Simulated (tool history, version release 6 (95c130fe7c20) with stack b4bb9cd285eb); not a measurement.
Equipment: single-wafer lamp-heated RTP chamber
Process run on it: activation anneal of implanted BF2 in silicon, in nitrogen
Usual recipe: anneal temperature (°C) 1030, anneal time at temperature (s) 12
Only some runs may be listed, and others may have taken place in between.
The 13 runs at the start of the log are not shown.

| run | hour | anneal temperature (°C) | anneal time at temperature (s) | wafers since the last listed run | wafers since the last pyrometer calibration | wafers since the reflector plate was cleaned | hours since the gauge calibration | read-back reference wafer on the same gauge, sheet resistance | sheet resistance of the implanted and annealed layer (ohm/square) |
|---|---|---|---|---|---|---|---|---|---|
| 14 | 183.5 | 1045 | 12 | 158 | 2343 | 11129 | 500 | 154.75 | 133.47 |
|  | 187.9 | gauge calibrated |
|  | 193.7 | reflector plate cleaned |
| 15 | 195.6 | 1030 | 12 | 47 | 2391 | 22 | 7.7 | 155.06 | 156.34 |
| 16 | 203 | 1053 | 12 | 86 | 2477 | 108 | 15.1 | 154.92 | 131.01 |
| 17 | 211.4 | 1030 | 12 | 97 | 2575 | 206 | 23.5 | 154.81 | 156 |
| 18 | 247.6 | 1030 | 12 | 422 | 2997 | 628 | 59.7 | 155.28 | 155.58 |
| 19 | 263.6 | 1030 | 12 | 186 | 3184 | 815 | 75.7 | 155.13 | 156.77 |
| 20 | 277.1 | 1008 | 17 | 157 | 3341 | 972 | 89.2 | 154.99 | 173.22 |
| 21 | 293 | 1018 | 9 | 185 | 3526 | 1158 | 105.1 | 155.02 | 179.89 |
| 22 | 308.1 | 1030 | 12 | 176 | 3703 | 1334 | 120.2 | 155.13 | 156.62 |
|  | 331.6 | pyrometer window cleaned and pyrometer calibrated |
| 23 | 349.9 | 1038 | 19 | 394 | 212 | 1728 | 162 | 154.93 | 133.44 |
| 24 | 356.9 | 1049 | 14 | 81 | 294 | 1810 | 169 | 154.69 | 129.07 |
| 25 | 372.6 | 1030 | 16 | 183 | 477 | 1993 | 184.7 | 154.88 | 146.53 |
| 26 | 386.2 | 1030 | 12 | 158 | 636 | 2151 | 198.3 | 154.89 | 156.22 |
| 27 | 393.5 | 1009 | 18 | 85 | 721 | 2237 | 205.6 | 155.01 | 169.24 |
| 28 | 411.2 | 1030 | 12 | 206 | 927 | 2443 | 223.3 | 155.08 | 154.53 |
| 29 | 419.9 | 1018 | 12 | 101 | 1029 | 2545 | 232 | 155.22 | 170.64 |
| 30 | 427.8 | 1006 | 17 | 92 | 1121 | 2637 | 239.9 | 155 | 174.89 |
| 31 | 443.6 | 1038 | 6 | 184 | 1305 | 2821 | 255.7 | 154.81 | 165.07 |
| 32 | 459.2 | 1042 | 12 | 181 | 1487 | 3003 | 271.3 | 154.89 | 141.07 |
| 33 | 477.2 | 1030 | 10 | 209 | 1697 | 3213 | 289.3 | 155.28 | 160.64 |
| 34 | 485.4 | 1011 | 9 | 95 | 1793 | 3308 | 297.5 | 155.14 | 187.94 |
| 35 | 494.5 | 1030 | 19 | 106 | 1899 | 3415 | 306.6 | 154.86 | 141.44 |
| 36 | 505.1 | 1011 | 14 | 123 | 2022 | 3538 | 317.2 | 155.07 | 174.26 |

Predict each of these 5 candidate next runs independently; none follows another, all start after run 36:
| A | 505.5 | 1030 | 14 | 4 | 2027 | 3543 | 317.6 | ? | ? |
| B | 505.5 | 1047 | 14 | 4 | 2027 | 3543 | 317.6 | ? | ? |
| C | 505.5 | 1041 | 12 | 4 | 2027 | 3543 | 317.6 | ? | ? |
| D | 505.5 | 1003 | 19 | 4 | 2027 | 3543 | 317.6 | ? | ? |
| E | 505.5 | 1040 | 19 | 4 | 2027 | 3543 | 317.6 | ? | ? |

| run | read-back reference wafer on the same gauge, sheet resistance | sheet resistance of the implanted and annealed layer (ohm/square) |
|---|---|---|
| A | 155.26 | 149.88 |
| B | 155.26 | 131.53 |
| C | 155.26 | 141.97 |
| D | 155.26 | 175.56 |
| E | 155.26 | 130.3 |
With the hidden condition removed and each run's random variation left untouched, the same runs would have given:
| run | sheet resistance of the implanted and annealed layer (ohm/square) |
|---|---|
| A | 151.73 |
| B | 133.1 |
| C | 143.69 |
| D | 177.96 |
| E | 131.86 |
